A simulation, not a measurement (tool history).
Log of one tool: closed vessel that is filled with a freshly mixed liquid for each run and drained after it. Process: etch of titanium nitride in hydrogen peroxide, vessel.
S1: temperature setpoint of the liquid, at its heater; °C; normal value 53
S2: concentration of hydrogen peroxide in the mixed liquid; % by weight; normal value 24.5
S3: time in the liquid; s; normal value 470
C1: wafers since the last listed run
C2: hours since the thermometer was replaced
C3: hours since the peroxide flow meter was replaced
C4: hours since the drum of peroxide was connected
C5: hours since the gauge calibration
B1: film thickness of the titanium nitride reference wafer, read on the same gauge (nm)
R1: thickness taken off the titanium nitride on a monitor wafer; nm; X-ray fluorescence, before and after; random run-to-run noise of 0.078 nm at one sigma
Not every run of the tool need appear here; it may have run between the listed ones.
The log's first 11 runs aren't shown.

run   hour    S1    S2   S3    C1     C2     C3      C4     C5      B1     R1
     144.2  -- thermometer replaced
 12  165.6  47.5    21  230  3049   21.4  844.3    1084  591.4   99.99   9.97
     176.2  -- peroxide flow meter replaced
 13  179.5    53  24.5  275  1264   35.3    3.3  1097.9  605.3   99.95  18.29
 14  191.6    53    22  335  1186   47.4   15.4    1110  617.4   99.98  21.71
     198.2  -- gauge calibrated
 15    199    57  24.5  620   725   54.8   22.8  1117.4    0.8  100.01  54.24
 16  207.7    53  24.5  470   853   63.5   31.5  1126.1    9.5   99.97  31.33
 17    216    53  20.5  645   813   71.8   39.8  1134.4   17.8  100.03  41.09
     221.6  -- new drum of peroxide connected
 18  223.3    53  24.5  470   617   79.1   47.1     1.7   25.1   99.99  31.33
 19  235.4    61  29.5  365  1186   91.2   59.2    13.8   37.2   99.97  43.45
 20  244.7    44    21  635   911  100.5   68.5    23.1   46.5   99.98  21.54
 21  256.6    53  24.5  735  1166  112.4   80.4      35   58.4     100  49.12
 22  263.9    53  24.5  470   715  119.7   87.7    42.3   65.7     100  31.51
 23  272.8    58  17.5  335   872  128.6   96.6    51.2   74.6  100.02  29.23
 24  280.4    53  24.5  470   745  136.2  104.2    58.8   82.2  100.02  31.24
     287.4  -- thermometer replaced, repeated, since the last time left the tool worse
 25  291.4    53  24.5  470   980      4  115.2    69.8   93.2  100.01   25.1
 26  309.3    57  24.5  470  1755   21.9  133.1    87.7  111.1   99.99  33.43
 27  318.5  49.5    30  740   902   31.1  142.3    96.9  120.3   99.97  32.15
 28  336.2    53  24.5  470  1735   48.8    160   114.6    138  100.02   25.1
 29  352.3    53  24.5  470  1578   64.9  176.1   130.7  154.1  100.03  25.12
 30  366.4    53    30  270  1382     79  190.2   144.8  168.2   99.99  15.19

Consider 3 possible next runs. They are alternatives, not a sequence: every one starts from the tool as it was left by run 30. What does each give?
  A  367.2    53  24.5  470  78  79.8  191  145.6  169   ?   ?
  B  367.2    58    30  470  78  79.8  191  145.6  169   ?   ?
  C  367.2  59.5  24.5  205  78  79.8  191  145.6  169   ?   ?

run     B1     R1
  A  99.99  25.16
  B  99.99  37.29
  C  99.99  17.24
Without the tool's hidden state the same runs would have given:
run     R1
  A  24.93
  B  36.95
  C  17.08
